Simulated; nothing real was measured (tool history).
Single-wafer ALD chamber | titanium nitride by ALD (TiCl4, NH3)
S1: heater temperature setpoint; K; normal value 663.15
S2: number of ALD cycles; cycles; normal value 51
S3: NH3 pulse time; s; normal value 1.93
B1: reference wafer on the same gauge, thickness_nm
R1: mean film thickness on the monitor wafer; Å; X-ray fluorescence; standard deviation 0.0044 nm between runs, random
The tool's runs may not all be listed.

{"run": 1, "hour": 0.0, "S1": 663.15, "S2": 51, "S3": 1.93, "B1": 0.973, "R1": 11.23}
{"run": 2, "hour": 14.3, "S1": 663.15, "S2": 51, "S3": 1.93, "B1": 0.972, "R1": 11.21}
{"run": 3, "hour": 33.4, "S1": 663.15, "S2": 51, "S3": 1.93, "B1": 0.972, "R1": 11.22}
{"run": 4, "hour": 67.1, "S1": 663.15, "S2": 51, "S3": 2.51, "B1": 0.97, "R1": 11.34}
{"run": 5, "hour": 94.0, "S1": 663.15, "S2": 51, "S3": 1.93, "B1": 0.969, "R1": 11.13}
{"run": 6, "hour": 118.2, "S1": 663.15, "S2": 51, "S3": 1.93, "B1": 0.969, "R1": 11.19}
{"run": 7, "hour": 138.9, "S1": 663.15, "S2": 51, "S3": 1.93, "B1": 0.968, "R1": 11.2}
{"run": 8, "hour": 169.3, "S1": 663.15, "S2": 51, "S3": 1.93, "B1": 0.966, "R1": 11.13}
{"run": 9, "hour": 197.8, "S1": 663.15, "S2": 51, "S3": 1.93, "B1": 0.966, "R1": 11.1}
{"run": 10, "hour": 225.9, "S1": 663.15, "S2": 51, "S3": 1.93, "B1": 0.964, "R1": 11.13}
{"run": 11, "hour": 242.7, "S1": 663.15, "S2": 51, "S3": 1.93, "B1": 0.963, "R1": 11.16}
{"hour": 270.5, "done": "gauge calibrated"}
{"run": 12, "hour": 276.5, "S1": 663.15, "S2": 51, "S3": 1.93, "B1": 0.982, "R1": 11.39}
{"run": 13, "hour": 301.8, "S1": 663.15, "S2": 51, "S3": 1.93, "B1": 0.982, "R1": 11.28}
{"run": 14, "hour": 325.1, "S1": 663.15, "S2": 51, "S3": 1.93, "B1": 0.981, "R1": 11.25}
{"run": 15, "hour": 349.8, "S1": 663.15, "S2": 51, "S3": 1.93, "B1": 0.981, "R1": 11.37}
{"run": 16, "hour": 374.8, "S1": 663.15, "S2": 51, "S3": 1.93, "B1": 0.982, "R1": 11.28}
{"run": 17, "hour": 397.0, "S1": 663.15, "S2": 51, "S3": 1.93, "B1": 0.98, "R1": 11.3}
{"run": 18, "hour": 496.4, "S1": 663.15, "S2": 51, "S3": 1.93, "B1": 0.98, "R1": 11.31}
{"run": 19, "hour": 511.5, "S1": 663.15, "S2": 51, "S3": 1.93, "B1": 0.979, "R1": 11.26}
{"run": 20, "hour": 544.1, "S1": 663.15, "S2": 57, "S3": 1.69, "B1": 0.979, "R1": 12.46}
{"run": 21, "hour": 576.2, "S1": 659.15, "S2": 51, "S3": 1.93, "B1": 0.978, "R1": 11.34}
{"hour": 590.6, "done": "thermocouple changed; heater temperature recalibrated"}
{"run": 22, "hour": 605.9, "S1": 656.15, "S2": 51, "S3": 1.67, "B1": 0.978, "R1": 11.06}
{"run": 23, "hour": 619.9, "S1": 663.15, "S2": 51, "S3": 1.93, "B1": 0.977, "R1": 11.25}
{"run": 24, "hour": 654.2, "S1": 663.15, "S2": 51, "S3": 1.93, "B1": 0.977, "R1": 11.32}
{"run": 25, "hour": 668.4, "S1": 663.15, "S2": 43, "S3": 1.93, "B1": 0.976, "R1": 9.45}
{"hour": 682.6, "done": "showerhead replaced"}
{"run": 26, "hour": 686.4, "S1": 663.15, "S2": 47, "S3": 1.93, "B1": 0.975, "R1": 10.36}
{"run": 27, "hour": 712.2, "S1": 663.15, "S2": 51, "S3": 1.93, "B1": 0.975, "R1": 11.25}
{"run": 28, "hour": 733.8, "S1": 663.15, "S2": 51, "S3": 1.5, "B1": 0.974, "R1": 11.02}
{"run": 29, "hour": 748.7, "S1": 668.15, "S2": 51, "S3": 1.93, "B1": 0.974, "R1": 11.24}
{"run": 30, "hour": 783.6, "S1": 663.15, "S2": 51, "S3": 1.93, "B1": 0.972, "R1": 11.23}
{"run": 31, "hour": 816.8, "S1": 663.15, "S2": 45, "S3": 1.42, "B1": 0.972, "R1": 9.64}
{"run": 32, "hour": 850.0, "S1": 654.15, "S2": 58, "S3": 1.64, "B1": 0.97, "R1": 12.48}
{"run": 33, "hour": 876.7, "S1": 668.15, "S2": 56, "S3": 2.47, "B1": 0.968, "R1": 12.47}
{"run": 34, "hour": 979.1, "S1": 663.15, "S2": 57, "S3": 2.23, "B1": 0.965, "R1": 12.54}
{"run": 35, "hour": 1010.1, "S1": 674.15, "S2": 51, "S3": 1.93, "B1": 0.963, "R1": 11.24}
{"run": 36, "hour": 1032.4, "S1": 670.15, "S2": 59, "S3": 1.93, "B1": 0.962, "R1": 12.85}
{"run": 37, "hour": 1048.9, "S1": 655.15, "S2": 44, "S3": 2.57, "B1": 0.961, "R1": 9.76}
{"run": 38, "hour": 1062.0, "S1": 652.15, "S2": 43, "S3": 1.93, "B1": 0.96, "R1": 9.19}
{"run": 39, "hour": 1080.3, "S1": 663.15, "S2": 47, "S3": 2.67, "B1": 0.96, "R1": 10.38}

Measured result minus the same run's result without the hidden state. Both carry the same run-to-run variation, though not necessarily the same gauge scatter:
Hidden state at play: wafer temperature above the value expected at the setpoint (K); gauge reads high (%).
run=1 R1=-0.08
run=2 R1=-0.09
run=3 R1=-0.09
run=4 R1=-0.11
run=5 R1=-0.12
run=6 R1=-0.14
run=7 R1=-0.14
run=8 R1=-0.16
run=9 R1=-0.17
run=10 R1=-0.19
run=11 R1=-0.2
run=12 R1=+0.01
run=13 R1=+0.01
run=14 R1=+0.02
run=15 R1=+0.01
run=16 R1=+0.01
run=17 R1=+0.01
run=18 R1=+0
run=19 R1=-0.01
run=20 R1=-0.01
run=21 R1=-0.02
run=22 R1=-0.03
run=23 R1=-0.03
run=24 R1=-0.04
run=25 R1=-0.04
run=26 R1=-0.05
run=27 R1=-0.07
run=28 R1=-0.07
run=29 R1=-0.08
run=30 R1=-0.09
run=31 R1=-0.09
run=32 R1=-0.13
run=33 R1=-0.14
run=34 R1=-0.21
run=35 R1=-0.2
run=36 R1=-0.24
run=37 R1=-0.2
run=38 R1=-0.2
run=39 R1=-0.22

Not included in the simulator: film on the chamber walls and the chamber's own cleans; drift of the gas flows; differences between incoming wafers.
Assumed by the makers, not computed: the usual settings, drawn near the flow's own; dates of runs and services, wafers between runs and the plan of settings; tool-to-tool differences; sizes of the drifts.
